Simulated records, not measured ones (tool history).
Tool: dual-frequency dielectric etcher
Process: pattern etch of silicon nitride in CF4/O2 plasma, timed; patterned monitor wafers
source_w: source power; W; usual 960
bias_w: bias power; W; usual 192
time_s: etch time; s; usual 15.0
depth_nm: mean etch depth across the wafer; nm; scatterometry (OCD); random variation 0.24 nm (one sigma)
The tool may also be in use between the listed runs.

| run | day | source_w | bias_w | time_s | read-back reference wafer on the same gauge, depth_nm | depth_nm |
|---|---|---|---|---|---|---|
| 1 | 0.000 | 960 | 192 | 15.0 | 61.4 | 60.2 |
| 2 | 1.733 | 960 | 192 | 15.0 | 61.4 | 59.5 |
| 3 | 4.708 | 960 | 192 | 15.0 | 61.5 | 59.1 |
| 4 | 6.400 | 960 | 192 | 15.0 | 61.4 | 59.5 |
| 5 | 8.433 | 800 | 192 | 15.0 | 61.4 | 52.9 |
| 6 | 10.392 | 800 | 192 | 15.0 | 61.4 | 53.4 |
|  | 13.812 | wet clean of the chamber |
| 7 | 13.833 | 800 | 192 | 15.0 | 61.4 | 54.6 |
|  | 15.575 | upper electrode replaced, of another model than before |
| 8 | 15.596 | 870 | 192 | 15.0 | 61.5 | 54.7 |
| 9 | 17.646 | 870 | 192 | 15.0 | 61.4 | 54.6 |
| 10 | 19.567 | 1030 | 192 | 15.0 | 61.4 | 64.1 |
| 11 | 22.162 | 1030 | 192 | 15.0 | 61.4 | 63.7 |
| 12 | 24.433 | 1030 | 192 | 15.0 | 61.4 | 63.4 |
|  | 25.071 | gauge calibrated |
|  | 29.525 | bias power generator calibrated |
|  | 30.575 | wet clean of the chamber |
|  | 31.404 | source power generator calibrated |
| 13 | 33.408 | 1130 | 192 | 15.0 | 61.4 | 70.2 |
| 14 | 35.962 | 960 | 192 | 15.0 | 61.5 | 59.7 |
| 15 | 37.333 | 960 | 192 | 15.0 | 61.4 | 59.4 |
| 16 | 39.458 | 960 | 192 | 15.0 | 61.5 | 59.3 |
| 17 | 41.179 | 960 | 216 | 11.5 | 61.4 | 46.0 |
| 18 | 42.217 | 730 | 150 | 11.0 | 61.4 | 31.5 |
| 19 | 44.946 | 770 | 219 | 16.5 | 61.3 | 52.4 |

The next listed run, before its measurement:
|  | 47.083 | wet clean of the chamber |
| 20 | 47.683 | 960 | 192 | 15.0 | ? | ? |

{"run 20": {"read-back reference wafer on the same gauge, depth_nm": 61.4, "depth_nm": 60.2}}
Without the tool's hidden state the same run would have given depth_nm 60.4 nm.
